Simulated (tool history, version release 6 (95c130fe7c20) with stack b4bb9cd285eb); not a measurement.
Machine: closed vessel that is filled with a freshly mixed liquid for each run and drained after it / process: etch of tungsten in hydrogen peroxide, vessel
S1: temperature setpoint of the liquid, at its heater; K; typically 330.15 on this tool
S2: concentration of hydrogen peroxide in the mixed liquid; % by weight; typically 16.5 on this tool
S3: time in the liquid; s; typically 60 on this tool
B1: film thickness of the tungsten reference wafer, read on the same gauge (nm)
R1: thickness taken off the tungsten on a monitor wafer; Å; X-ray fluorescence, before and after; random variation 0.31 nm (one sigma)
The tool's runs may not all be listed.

{"run": 1, "day": 0.0, "S1": 322.15, "S2": 16.5, "S3": 60, "B1": 80.98, "R1": 482.7}
{"run": 2, "day": 2.908, "S1": 330.15, "S2": 16.5, "S3": 60, "B1": 81.07, "R1": 782.5}
{"run": 3, "day": 6.021, "S1": 330.15, "S2": 16.5, "S3": 60, "B1": 81.17, "R1": 782.4}
{"run": 4, "day": 8.333, "S1": 330.15, "S2": 16.5, "S3": 80, "B1": 81.21, "R1": 1047.6}
{"run": 5, "day": 10.929, "S1": 330.15, "S2": 16.5, "S3": 85, "B1": 81.31, "R1": 1103.8}
{"run": 6, "day": 13.612, "S1": 330.15, "S2": 16.5, "S3": 85, "B1": 81.36, "R1": 1117.9}
{"run": 7, "day": 15.392, "S1": 330.15, "S2": 16.5, "S3": 85, "B1": 81.43, "R1": 1112.5}
{"day": 16.392, "done": "new drum of peroxide connected"}
{"run": 8, "day": 18.438, "S1": 330.15, "S2": 20.0, "S3": 35, "B1": 81.51, "R1": 501.5}
{"run": 9, "day": 20.254, "S1": 330.15, "S2": 16.5, "S3": 60, "B1": 81.54, "R1": 785.8}
{"run": 10, "day": 21.996, "S1": 324.65, "S2": 16.5, "S3": 60, "B1": 81.59, "R1": 562.6}
{"run": 11, "day": 25.762, "S1": 325.15, "S2": 16.5, "S3": 60, "B1": 81.67, "R1": 582.8}
{"day": 28.062, "done": "peroxide flow meter replaced"}
{"run": 12, "day": 28.5, "S1": 330.15, "S2": 16.5, "S3": 60, "B1": 81.76, "R1": 789.2}
{"run": 13, "day": 31.142, "S1": 330.15, "S2": 16.5, "S3": 60, "B1": 81.86, "R1": 783.9}
{"run": 14, "day": 32.779, "S1": 339.15, "S2": 20.5, "S3": 50, "B1": 81.92, "R1": 1220.0}
{"run": 15, "day": 35.875, "S1": 330.15, "S2": 20.5, "S3": 40, "B1": 81.96, "R1": 591.1}
{"day": 36.054, "done": "new drum of peroxide connected"}
{"run": 16, "day": 37.762, "S1": 323.15, "S2": 16.5, "S3": 60, "B1": 82.03, "R1": 520.4}
{"run": 17, "day": 40.362, "S1": 338.65, "S2": 21.0, "S3": 50, "B1": 82.12, "R1": 1214.9}
{"run": 18, "day": 44.067, "S1": 330.15, "S2": 16.5, "S3": 30, "B1": 82.21, "R1": 394.0}
{"run": 19, "day": 46.621, "S1": 330.15, "S2": 16.5, "S3": 60, "B1": 82.27, "R1": 795.2}
{"day": 49.792, "done": "gauge calibrated"}
{"run": 20, "day": 50.379, "S1": 330.15, "S2": 21.0, "S3": 40, "B1": 80.39, "R1": 583.5}
{"run": 21, "day": 54.446, "S1": 330.15, "S2": 16.5, "S3": 60, "B1": 80.48, "R1": 777.4}
{"day": 54.654, "done": "new drum of peroxide connected"}
{"run": 22, "day": 56.088, "S1": 330.15, "S2": 13.0, "S3": 60, "B1": 80.57, "R1": 687.8}
{"run": 23, "day": 59.458, "S1": 334.65, "S2": 16.5, "S3": 60, "B1": 80.61, "R1": 1013.8}
{"day": 61.004, "done": "thermometer replaced"}
{"run": 24, "day": 62.029, "S1": 330.15, "S2": 20.5, "S3": 60, "B1": 80.68, "R1": 876.5}
{"run": 25, "day": 65.412, "S1": 330.15, "S2": 16.5, "S3": 60, "B1": 80.81, "R1": 777.7}
{"run": 26, "day": 68.833, "S1": 326.15, "S2": 16.5, "S3": 30, "B1": 80.86, "R1": 310.2}
{"run": 27, "day": 71.683, "S1": 323.15, "S2": 16.5, "S3": 60, "B1": 81.0, "R1": 510.3}
{"run": 28, "day": 74.829, "S1": 330.15, "S2": 16.5, "S3": 90, "B1": 81.09, "R1": 1173.0}
{"day": 76.371, "done": "new drum of peroxide connected"}
{"run": 29, "day": 79.15, "S1": 324.15, "S2": 14.0, "S3": 95, "B1": 81.16, "R1": 802.9}
{"run": 30, "day": 82.804, "S1": 325.65, "S2": 14.0, "S3": 30, "B1": 81.24, "R1": 277.1}
{"run": 31, "day": 89.808, "S1": 321.65, "S2": 12.5, "S3": 35, "B1": 81.48, "R1": 239.9}

Consider 3 possible next runs. They are alternatives, not a sequence: every one starts from the tool as it was left by run 31. What does each give?
{"run": "A", "day": 89.838, "S1": 330.15, "S2": 19.5, "S3": 60, "B1": "?", "R1": "?"}
{"run": "B", "day": 89.838, "S1": 330.15, "S2": 14.5, "S3": 50, "B1": "?", "R1": "?"}
{"run": "C", "day": 89.838, "S1": 330.15, "S2": 18.0, "S3": 95, "B1": "?", "R1": "?"}

run=A B1=81.47 R1=853.9
run=B B1=81.47 R1=613.6
run=C B1=81.47 R1=1298.9
What these runs would have given with no unlogged condition in the tool:
run=A R1=838.4
run=B R1=602.5
run=C R1=1275.4
